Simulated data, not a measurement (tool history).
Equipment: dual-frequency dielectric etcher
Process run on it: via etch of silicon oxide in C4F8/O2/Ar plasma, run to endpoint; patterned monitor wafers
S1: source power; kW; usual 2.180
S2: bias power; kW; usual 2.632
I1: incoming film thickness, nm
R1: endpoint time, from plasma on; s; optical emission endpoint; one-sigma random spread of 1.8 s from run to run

Run 1, day 0.000: usual settings; I1 2170.2. Result: R1 447.3 s.
Run 2, day 2.567: usual settings; I1 2185.1. Result: R1 453.9 s.
At day 5.375: wet clean of the chamber.
Run 3, day 5.396: usual settings; I1 2173.6. Result: R1 453.3 s.
Run 4, day 6.742: usual settings; I1 2179.6. Result: R1 452.3 s.
Run 5, day 9.608: usual settings but S2 2.479 kW; I1 2176.2. Result: R1 465.6 s.
Run 6, day 11.908: usual settings; I1 2200.5. Result: R1 456.2 s.
Run 7, day 14.225: usual settings; I1 2199.7. Result: R1 456.8 s.
Run 8, day 16.604: usual settings; I1 2161.4. Result: R1 447.6 s.
Run 9, day 18.696: usual settings; I1 2190.7. Result: R1 457.8 s.
Run 10, day 21.996: usual settings but S2 3.054 kW; I1 2176.3. Result: R1 425.9 s.
At day 26.433: upper electrode replaced.
Run 11, day 26.454: usual settings; I1 2170.6. Result: R1 451.5 s.
Run 12, day 28.725: usual settings; I1 2151.5. Result: R1 443.7 s.
Run 13, day 30.696: usual settings but S1 1.650 kW; I1 2184.5. Result: R1 477.2 s.
At day 32.858: wet clean of the chamber.
Run 14, day 34.608: usual settings but S1 1.810 kW; I1 2161.9. Result: R1 466.7 s.
At day 36.396: bias power generator calibrated.
Run 15, day 36.417: usual settings but S1 2.000 kW, S2 2.171 kW; I1 2153.2. Result: R1 496.1 s.
Run 16, day 38.129: usual settings; I1 2184.3. Result: R1 458.6 s.
Run 17, day 40.233: usual settings; I1 2178.2. Result: R1 456.9 s.
Run 18, day 43.825: usual settings but S1 2.380 kW, S2 2.195 kW; I1 2150.6. Result: R1 474.4 s.
Run 19, day 48.283: usual settings; I1 2191.2. Result: R1 462.6 s.
Run 20, day 49.992: usual settings but S1 2.640 kW, S2 2.436 kW; I1 2165.4. Result: R1 452.9 s.
At day 54.425: source power generator calibrated.
Run 21, day 54.446: usual settings; I1 2208.6. Result: R1 463.5 s.
Run 22, day 56.533: usual settings but S1 2.010 kW; I1 2199.7. Result: R1 473.1 s.
Run 23, day 58.500: usual settings but S1 2.430 kW, S2 2.007 kW; I1 2193.2. Result: R1 501.9 s.
At day 60.917: wet clean of the chamber.
Run 24, day 60.938: usual settings but S1 2.490 kW, S2 3.113 kW; I1 2182.3. Result: R1 418.3 s.
Run 25, day 62.879: usual settings; I1 2179.2. Result: R1 459.6 s.
Run 26, day 65.558: usual settings but S2 2.894 kW; I1 2167.9. Result: R1 436.2 s.
Run 27, day 68.212: usual settings; I1 2190.7. Result: R1 459.4 s.
At day 69.883: bias power generator calibrated, repeated, since the last time left the tool worse.
Run 28, day 70.604: usual settings; I1 2167.2. Result: R1 447.8 s.
Run 29, day 74.775: usual settings but S1 2.320 kW, S2 2.208 kW; I1 2169.2. Result: R1 472.6 s.
Run 30, day 77.208: usual settings but S2 3.119 kW; I1 2171.8. Result: R1 419.5 s.
Run 31, day 81.058: usual settings but S2 2.801 kW; I1 2190.2. Result: R1 440.0 s.
Run 32, day 83.767: usual settings; I1 2178.7. Result: R1 447.8 s.
Run 33, day 86.667: usual settings but S1 1.960 kW, S2 2.009 kW; I1 2162.3. Result: R1 510.3 s.
Run 34, day 90.296: usual settings but S1 2.470 kW, S2 2.355 kW; I1 2189.5. Result: R1 461.6 s.

What would each run have given without the hidden state, its run-to-run variation left as it was?
Hidden state at play: etch rate over this chamber's usual, %; source power that arrives over what is set, %; bias power that arrives over what is set, %.
run     R1
  1  443.3
  2  449.8
  3  449.2
  4  448.2
  5  461.4
  6  451.9
  7  452.5
  8  443.4
  9  453.5
 10  421.6
 11  447.2
 12  439.4
 13  472.5
 14  462.1
 15  486.9
 16  449.3
 17  447.3
 18  464.5
 19  451.9
 20  442.5
 21  452.1
 22  461.2
 23  490.3
 24  407.0
 25  447.5
 26  424.3
 27  447.0
 28  447.4
 29  471.6
 30  418.3
 31  438.3
 32  445.8
 33  507.9
 34  459.0
